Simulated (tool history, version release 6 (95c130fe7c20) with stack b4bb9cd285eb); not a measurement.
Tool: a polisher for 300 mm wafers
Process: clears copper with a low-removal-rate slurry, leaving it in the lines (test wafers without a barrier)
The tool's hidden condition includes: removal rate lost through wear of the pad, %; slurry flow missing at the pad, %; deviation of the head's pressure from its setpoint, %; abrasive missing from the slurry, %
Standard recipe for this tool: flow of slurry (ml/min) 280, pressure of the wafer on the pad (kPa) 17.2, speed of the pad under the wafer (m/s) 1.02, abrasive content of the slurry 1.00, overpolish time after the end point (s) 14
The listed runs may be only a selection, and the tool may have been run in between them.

run	hour	flow of slurry (ml/min)	pressure of the wafer on the pad (kPa)	speed of the pad under the wafer (m/s)	abrasive content of the slurry	overpolish time after the end point (s)	wafers since the last listed run	wafers polished on this pad	hours since the slurry nozzle was cleaned	hours since the head pressure was calibrated	hours since the slurry blender was calibrated	incoming thickness of the incoming film, nm	time until the end point was called (s)	dishing of a wide line in a test structure (nm)
1	0.0	280	17.2	1.02	1.00	14	0	109	180.9	965.9	181.9	249.2	80.4	25.7
2	25.0	280	17.2	1.02	1.00	14	251	360	205.9	990.9	206.9	252.9	82.7	25.9
3	55.6	280	17.2	1.02	1.00	14	308	669	236.5	1021.5	237.5	249.8	80.1	25.9
# hour 59.8: slurry blender recalibrated
4	69.0	280	17.2	1.02	1.00	14	114	783	249.9	1034.9	9.2	251.8	80.6	25.5
5	96.6	280	17.2	1.02	1.00	14	277	1061	277.5	1062.5	36.8	249.7	79.3	25.5
# hour 122.3: worn pad replaced by a new one
6	129.0	280	17.2	1.02	1.00	14	286	67	309.9	1094.9	69.2	253.5	79.9	26.0
7	158.7	280	17.2	1.02	1.00	14	299	366	339.6	1124.6	98.9	253.9	81.0	25.5
8	188.9	280	17.2	1.02	1.00	14	304	670	369.8	1154.8	129.1	248.2	78.1	25.4
9	204.6	280	17.2	1.02	1.00	14	158	828	385.5	1170.5	144.8	249.7	79.3	25.7
10	232.0	280	17.2	1.02	1.00	14	275	1104	412.9	1197.9	172.2	246.0	76.8	25.1
# hour 235.4: slurry nozzle cleaned
11	265.3	260	17.2	1.02	1.00	14	325	1429	29.9	1231.2	205.5	249.4	78.7	25.9
# hour 282.7: worn pad replaced by a new one
12	283.2	260	17.2	1.02	1.00	14	139	4	47.8	1249.1	223.4	246.0	77.7	25.6
13	304.9	280	17.2	1.02	1.00	14	218	223	69.5	1270.8	245.1	249.5	78.5	25.9
# hour 320.8: slurry blender recalibrated
14	329.6	225	17.2	1.02	0.70	14	228	452	94.2	1295.5	8.8	250.4	86.5	23.8
# hour 341.5: head pressure recalibrated
15	358.7	280	22.1	1.02	1.00	14	272	724	123.3	17.2	37.9	254.9	70.3	30.3
16	378.2	340	17.2	1.02	1.00	21	196	921	142.8	36.7	57.4	246.8	84.3	33.6
17	408.8	280	17.2	1.02	1.00	14	308	1229	173.4	67.3	88.0	252.3	88.8	24.7
# hour 429.1: worn pad replaced by a new one
18	434.6	280	15.2	1.02	1.00	14	219	55	199.2	93.1	113.8	249.8	99.8	20.9
19	448.7	360	17.2	1.02	0.70	14	141	197	213.3	107.2	127.9	249.7	94.9	22.2
20	461.4	280	12.4	1.22	1.00	8	127	325	226.0	119.9	140.6	249.7	104.1	12.6
21	473.5	280	17.2	1.02	0.80	14	121	447	238.1	132.0	152.7	244.9	90.4	22.3
22	487.8	280	22.8	1.26	0.75	14	144	591	252.4	146.3	167.0	248.6	60.0	31.1
23	512.0	185	17.2	0.86	1.00	14	243	835	276.6	170.5	191.2	246.2	101.0	20.4
24	524.9	280	17.2	1.02	1.00	14	129	964	289.5	183.4	204.1	251.9	86.7	24.6
# hour 539.3: slurry blender recalibrated
25	557.3	280	13.1	1.18	1.30	16	306	1271	321.9	215.8	18.0	251.5	93.8	25.5
# hour 580.1: worn pad replaced by a new one
26	591.6	340	17.2	1.02	1.00	21	305	115	356.2	250.1	52.3	251.6	87.7	33.4
27	620.3	280	17.2	1.02	1.00	14	289	404	384.9	278.8	81.0	250.0	86.1	24.0
28	636.9	280	23.4	1.24	1.15	19	167	571	401.5	295.4	97.6	250.7	52.8	40.5

4 ways to go on from here, each from the tool as it stands after run 28. What would each give?
A	637.4	280	17.2	1.18	1.00	14	5	576	402.0	295.9	98.1	246.9	?	?
B	637.4	280	17.2	1.02	1.00	17	5	576	402.0	295.9	98.1	246.9	?	?
C	637.4	280	17.2	1.02	1.00	7	5	576	402.0	295.9	98.1	246.9	?	?
D	637.4	280	17.2	1.34	1.00	14	5	576	402.0	295.9	98.1	246.9	?	?

run	time until the end point was called (s)	dishing of a wide line in a test structure (nm)
A	75.3	25.2
B	84.7	26.7
C	84.7	12.8
D	67.8	27.3
Stripped of hidden state, with their random variation kept, the same runs would have yielded:
run	time until the end point was called (s)	dishing of a wide line in a test structure (nm)
A	74.9	25.4
B	84.2	26.9
C	84.2	12.9
D	67.4	27.4
